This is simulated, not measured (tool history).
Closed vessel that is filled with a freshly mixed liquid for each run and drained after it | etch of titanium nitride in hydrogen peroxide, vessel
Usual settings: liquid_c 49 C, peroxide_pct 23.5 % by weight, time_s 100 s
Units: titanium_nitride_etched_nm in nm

run     day  liquid_c  peroxide_pct  time_s  wafers since the last listed run  hours since the thermometer was replaced  hours since the peroxide flow meter was replaced  hours since the drum of peroxide was connected  hours since the gauge calibration  read-back film thickness of the titanium nitride reference wafer, read on the same gauge (nm)  titanium_nitride_etched_nm
  1       0        49          23.5     100                                 0                                      42.4                                            2148.7                                           226.6                              105.3                                                                                         59.985                       4.574
  2   0.662        49          23.5     100                              1815                                      58.3                                            2164.6                                           242.5                              121.2                                                                                         60.016                       4.578
  3   1.733        49          23.5     100                              2934                                        84                                            2190.3                                           268.2                              146.9                                                                                         60.008                       4.594
  4    2.25      44.5            17      70                              1415                                      96.4                                            2202.7                                           280.6                              159.3                                                                                         59.995                        2.16
  5   3.317        53          23.5     100                              2923                                       122                                            2228.3                                           306.2                              184.9                                                                                         59.984                       6.109
      3.612  -- new drum of peroxide connected
  6   4.608        49          23.5     160                              3425                                       153                                            2259.3                                            23.9                              215.9                                                                                             60                       7.416
  7   5.188        43          20.5      70                              1587                                     166.9                                            2273.2                                            37.8                              229.8                                                                                         59.977                        2.02
  8   6.646        49          29.5     125                              3996                                     201.9                                            2308.2                                            72.8                              264.8                                                                                         60.019                       6.151
  9     8.4        49          23.5     100                              4807                                       244                                            2350.3                                           114.9                              306.9                                                                                         60.002                       4.621
 10   9.525      45.5            19     100                              3083                                       271                                            2377.3                                           141.9                              333.9                                                                                         60.001                       3.434
 11  10.854        39            30     100                              3642                                     302.9                                            2409.2                                           173.8                              365.8                                                                                         60.002                       2.303
 12  11.962        46            27     120                              3037                                     329.5                                            2435.8                                           200.4                              392.4                                                                                         60.004                        4.62
 13  12.521        49          23.5     150                              1530                                     342.9                                            2449.2                                           213.8                              405.8                                                                                         59.996                       6.911
 14  13.079      57.5          29.5     100                              1530                                     356.3                                            2462.6                                           227.2                              419.2                                                                                         59.992                       8.813
     14.096  -- peroxide flow meter replaced
 15  16.383        49          27.5     100                              8941                                     435.6                                              54.9                                           306.5                              498.5                                                                                         60.003                       4.781
 16  17.408      39.5          23.5      70                              2809                                     460.2                                              79.5                                           331.1                              523.1                                                                                         60.009                       1.592
 17    18.4      56.5          21.5     100                              2717                                       484                                             103.3                                           354.9                              546.9                                                                                         59.978                       7.717
     18.533  -- new drum of peroxide connected
 18  19.654        49          23.5     100                              3322                                     514.1                                             133.4                                            26.9                                577                                                                                         59.981                       4.682
 19  20.654        49          23.5     100                              2740                                     538.1                                             157.4                                            50.9                                601                                                                                         59.977                       4.654
 20  21.854        49          20.5     100                              3288                                     566.9                                             186.2                                            79.7                              629.8                                                                                         60.011                       4.569
 21  22.925        49          23.5     100                              2934                                     592.6                                             211.9                                           105.4                              655.5                                                                                          60.02                       4.658
 22  23.888        49          23.5     100                              2637                                     615.7                                               235                                           128.5                              678.6                                                                                         59.995                       4.672
 23  24.767        49          23.5     100                              2409                                     636.8                                             256.1                                           149.6                              699.7                                                                                         60.002                       4.688
 24  25.379        49          23.5      60                              1678                                     651.5                                             270.8                                           164.3                              714.4                                                                                         60.009                       2.813
 25  26.675        49          21.5      70                              3551                                     682.6                                             301.9                                           195.4                              745.5                                                                                         59.976                       3.203
 26   27.85        39          23.5      40                              3220                                     710.8                                             330.1                                           223.6                              773.7                                                                                         59.991                       0.881
 27  29.096      57.5            30      80                              3414                                     740.7                                               360                                           253.5                              803.6                                                                                         60.032                       7.161
 28  29.712        43          23.5     100                              1690                                     755.5                                             374.8                                           268.3                              818.4                                                                                          59.99                       2.999

Hidden state at the last listed run before each entry between runs and at the first one after, where it differs:
Between runs 5 and 6: new drum of peroxide connected (day 3.612)
  liquid hotter than its thermometer reads (K): 0.0639 -> 0.0748; peroxide weaker than its label (%): 7.1 -> 1.4
  measured less the result without the state, titanium_nitride_etched_nm: -0.071 -> +0.015 nm
Between runs 14 and 15: peroxide flow meter replaced (day 14.096)
  liquid hotter than its thermometer reads (K): 0.146 -> 0.174; peroxide weaker than its label (%): 5.99 -> 7.78
  measured less the result without the state, titanium_nitride_etched_nm: -0.029 -> -0.026 nm
Between runs 17 and 18: new drum of peroxide connected (day 18.533)
  liquid hotter than its thermometer reads (K): 0.191 -> 0.201; peroxide weaker than its label (%): 8.87 -> 0.656
  measured less the result without the state, titanium_nitride_etched_nm: -0.053 -> +0.061 nm
